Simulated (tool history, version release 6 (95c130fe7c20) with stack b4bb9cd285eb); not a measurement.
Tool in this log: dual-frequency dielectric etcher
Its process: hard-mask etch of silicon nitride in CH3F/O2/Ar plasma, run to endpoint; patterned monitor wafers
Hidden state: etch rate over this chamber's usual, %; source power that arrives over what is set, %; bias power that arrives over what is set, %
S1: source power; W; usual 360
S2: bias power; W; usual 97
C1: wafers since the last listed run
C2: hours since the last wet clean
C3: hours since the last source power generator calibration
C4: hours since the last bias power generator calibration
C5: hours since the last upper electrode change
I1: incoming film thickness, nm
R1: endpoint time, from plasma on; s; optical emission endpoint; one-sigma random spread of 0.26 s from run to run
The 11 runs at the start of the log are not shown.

Run 12, hour 146.9: usual settings but S1 290 W; C1 2; C2 1.5; C3 3928.9; C4 3796.2; C5 23.2; I1 28.16. Result: R1 40.7 s.
Run 13, hour 161.0: usual settings but S1 400 W, S2 83 W; C1 90; C2 15.6; C3 3943.0; C4 3810.3; C5 37.3; I1 27.83. Result: R1 38.4 s.
Run 14, hour 172.8: usual settings but S1 430 W, S2 111 W; C1 75; C2 27.4; C3 3954.8; C4 3822.1; C5 49.1; I1 28.33. Result: R1 35.6 s.
Run 15, hour 185.2: usual settings; C1 79; C2 39.8; C3 3967.2; C4 3834.5; C5 61.5; I1 28.25. Result: R1 38.8 s.
Run 16, hour 201.0: usual settings but S1 440 W; C1 101; C2 55.6; C3 3983.0; C4 3850.3; C5 77.3; I1 28.37. Result: R1 36.7 s.
Run 17, hour 214.8: usual settings; C1 88; C2 69.4; C3 3996.8; C4 3864.1; C5 91.1; I1 28.01. Result: R1 38.3 s.
At hour 223.0: source power generator calibrated.
Run 18, hour 231.7: usual settings but S1 290 W, S2 87 W; C1 82; C2 86.3; C3 8.7; C4 3881.0; C5 108.0; I1 28.07. Result: R1 42.0 s.
Run 19, hour 247.0: usual settings but S1 430 W, S2 118 W; C1 98; C2 101.6; C3 24.0; C4 3896.3; C5 123.3; I1 28.34. Result: R1 35.1 s.
Run 20, hour 260.2: usual settings but S2 90 W; C1 84; C2 114.8; C3 37.2; C4 3909.5; C5 136.5; I1 27.99. Result: R1 39.4 s.
Run 21, hour 271.0: usual settings but S2 90 W; C1 69; C2 125.6; C3 48.0; C4 3920.3; C5 147.3; I1 28.63. Result: R1 40.1 s.
Run 22, hour 279.6: usual settings but S1 270 W, S2 110 W; C1 55; C2 134.2; C3 56.6; C4 3928.9; C5 155.9; I1 28.14. Result: R1 41.0 s.
Run 23, hour 290.9: usual settings but S1 280 W; C1 72; C2 145.5; C3 67.9; C4 3940.2; C5 167.2; I1 28.36. Result: R1 42.6 s.
At hour 307.9: bias power generator calibrated.
Run 24, hour 321.2: usual settings but S1 320 W, S2 83 W; C1 168; C2 175.8; C3 98.2; C4 13.3; C5 197.5; I1 28.34. Result: R1 42.3 s.
Run 25, hour 329.6: usual settings; C1 53; C2 184.2; C3 106.6; C4 21.7; C5 205.9; I1 28.19. Result: R1 39.1 s.
Run 26, hour 344.3: usual settings but S1 400 W, S2 115 W; C1 94; C2 198.9; C3 121.3; C4 36.4; C5 220.6; I1 28.33. Result: R1 36.5 s.
Run 27, hour 354.2: usual settings but S2 79 W; C1 63; C2 208.8; C3 131.2; C4 46.3; C5 230.5; I1 28.05. Result: R1 41.2 s.
Run 28, hour 369.8: usual settings but S1 390 W; C1 100; C2 224.4; C3 146.8; C4 61.9; C5 246.1; I1 28.37. Result: R1 38.5 s.
Run 29, hour 388.9: usual settings; C1 122; C2 243.5; C3 165.9; C4 81.0; C5 265.2; I1 28.25. Result: R1 39.6 s.
Run 30, hour 402.4: usual settings but S2 73 W; C1 86; C2 257.0; C3 179.4; C4 94.5; C5 278.7; I1 28.37. Result: R1 41.7 s.
Run 31, hour 419.7: usual settings; C1 111; C2 274.3; C3 196.7; C4 111.8; C5 296.0; I1 28.04. Result: R1 39.0 s.
Run 32, hour 431.9: usual settings but S1 420 W; C1 78; C2 286.5; C3 208.9; C4 124.0; C5 308.2; I1 28.18. Result: R1 37.4 s.
Run 33, hour 444.3: usual settings; C1 79; C2 298.9; C3 221.3; C4 136.4; C5 320.6; I1 28.30. Result: R1 39.4 s.
Run 34, hour 451.1: usual settings but S1 390 W, S2 83 W; C1 43; C2 305.7; C3 228.1; C4 143.2; C5 327.4; I1 28.59. Result: R1 41.0 s.
Run 35, hour 465.7: usual settings but S1 410 W, S2 105 W; C1 93; C2 320.3; C3 242.7; C4 157.8; C5 342.0; I1 28.58. Result: R1 38.0 s.
Run 36, hour 474.9: usual settings; C1 59; C2 329.5; C3 251.9; C4 167.0; C5 351.2; I1 28.15. Result: R1 39.9 s.

Alternative continuations, all from the tool just after run 36; predict every row:
Run A, hour 475.3: usual settings; C1 2; C2 329.9; C3 252.3; C4 167.4; C5 351.6; I1 28.09. Result: R1 ?.
Run B, hour 475.3: usual settings but S1 330 W, S2 80 W; C1 2; C2 329.9; C3 252.3; C4 167.4; C5 351.6; I1 28.09. Result: R1 ?.
Run C, hour 475.3: usual settings but S1 390 W, S2 76 W; C1 2; C2 329.9; C3 252.3; C4 167.4; C5 351.6; I1 28.09. Result: R1 ?.

run    R1
  A  39.3
  B  42.2
  C  40.7
Take away the tool's hidden state, keep each run's random variation, and the runs would have read:
run    R1
  A  38.3
  B  41.2
  C  39.7

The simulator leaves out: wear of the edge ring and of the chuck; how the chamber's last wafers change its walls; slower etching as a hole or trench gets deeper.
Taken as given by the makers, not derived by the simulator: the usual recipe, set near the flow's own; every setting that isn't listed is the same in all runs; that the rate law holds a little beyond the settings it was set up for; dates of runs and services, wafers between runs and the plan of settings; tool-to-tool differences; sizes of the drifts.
